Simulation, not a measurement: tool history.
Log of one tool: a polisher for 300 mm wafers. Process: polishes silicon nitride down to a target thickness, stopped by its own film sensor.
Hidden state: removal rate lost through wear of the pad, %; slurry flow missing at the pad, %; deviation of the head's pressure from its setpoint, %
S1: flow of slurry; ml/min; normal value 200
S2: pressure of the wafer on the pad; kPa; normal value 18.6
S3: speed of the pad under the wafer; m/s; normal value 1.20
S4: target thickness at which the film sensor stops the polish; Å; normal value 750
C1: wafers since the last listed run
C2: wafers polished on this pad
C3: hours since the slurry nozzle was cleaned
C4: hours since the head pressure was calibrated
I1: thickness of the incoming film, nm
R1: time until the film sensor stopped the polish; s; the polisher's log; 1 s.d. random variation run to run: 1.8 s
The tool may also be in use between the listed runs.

run	hour	S1	S2	S3	S4	C1	C2	C3	C4	I1	R1
1	0.0	200	18.6	1.20	750	0	388	233.8	48.5	208.1	108.8
2	41.9	200	18.6	1.20	750	192	580	275.7	90.4	213.3	109.6
# hour 78.6: slurry nozzle cleaned
3	147.0	200	18.6	1.20	750	477	1058	68.4	195.5	210.1	105.6
4	191.4	200	18.6	1.20	750	203	1261	112.8	239.9	209.2	103.5
# hour 198.7: worn pad replaced by a new one
5	252.6	200	18.6	0.96	750	262	247	174.0	301.1	207.1	119.8
6	294.1	200	18.6	1.20	750	190	437	215.5	342.6	206.6	101.2
# hour 367.0: slurry nozzle cleaned
# hour 397.3: head pressure recalibrated
7	397.8	200	18.6	1.20	750	462	899	30.8	0.5	212.9	120.1
8	449.2	200	18.6	1.20	750	235	1135	82.2	51.9	214.1	111.7
9	535.8	200	18.6	1.20	750	397	1533	168.8	138.5	210.3	108.5
# hour 554.1: worn pad replaced by a new one
10	614.3	200	18.6	1.20	750	341	276	247.3	217.0	210.3	103.8
# hour 664.3: slurry nozzle cleaned
11	728.7	200	18.6	1.20	750	520	796	64.4	331.4	213.2	107.5
12	820.0	200	24.1	0.84	1050	419	1215	155.7	422.7	207.4	76.6
# hour 887.2: worn pad replaced by a new one
# hour 889.0: head pressure recalibrated
13	900.2	250	20.7	1.44	750	341	51	235.9	11.2	209.4	87.3
14	981.6	200	15.9	1.20	1140	373	425	317.3	92.6	209.7	90.4
# hour 1041.1: slurry nozzle cleaned
15	1050.8	200	18.6	1.54	1190	312	738	9.7	161.8	209.3	60.0
16	1116.4	160	18.6	1.20	750	301	1039	75.3	227.4	208.6	106.0
# hour 1180.2: worn pad replaced by a new one
# hour 1358.7: slurry nozzle cleaned
17	1375.7	200	18.6	1.20	750	1167	892	17.0	486.7	208.7	102.1
# hour 1417.7: head pressure recalibrated
18	1419.3	200	18.6	1.20	970	190	1083	60.6	1.6	212.7	99.5
19	1501.0	260	18.6	1.20	750	374	1458	142.3	83.3	207.4	104.9
# hour 1546.0: worn pad replaced by a new one
20	1566.7	175	21.4	1.44	1000	283	94	208.0	149.0	209.7	67.4
21	1608.5	200	18.6	1.20	750	191	286	249.8	190.8	206.9	101.5

Run 22 is up next; what results do you expect?
22	1648.9	200	18.6	0.96	750	185	472	290.2	231.2	213.1	?

R1: 123.8 s
Take away the tool's hidden state, keep the run-to-run variation as it was, and the same run would have given R1 135.7 s.

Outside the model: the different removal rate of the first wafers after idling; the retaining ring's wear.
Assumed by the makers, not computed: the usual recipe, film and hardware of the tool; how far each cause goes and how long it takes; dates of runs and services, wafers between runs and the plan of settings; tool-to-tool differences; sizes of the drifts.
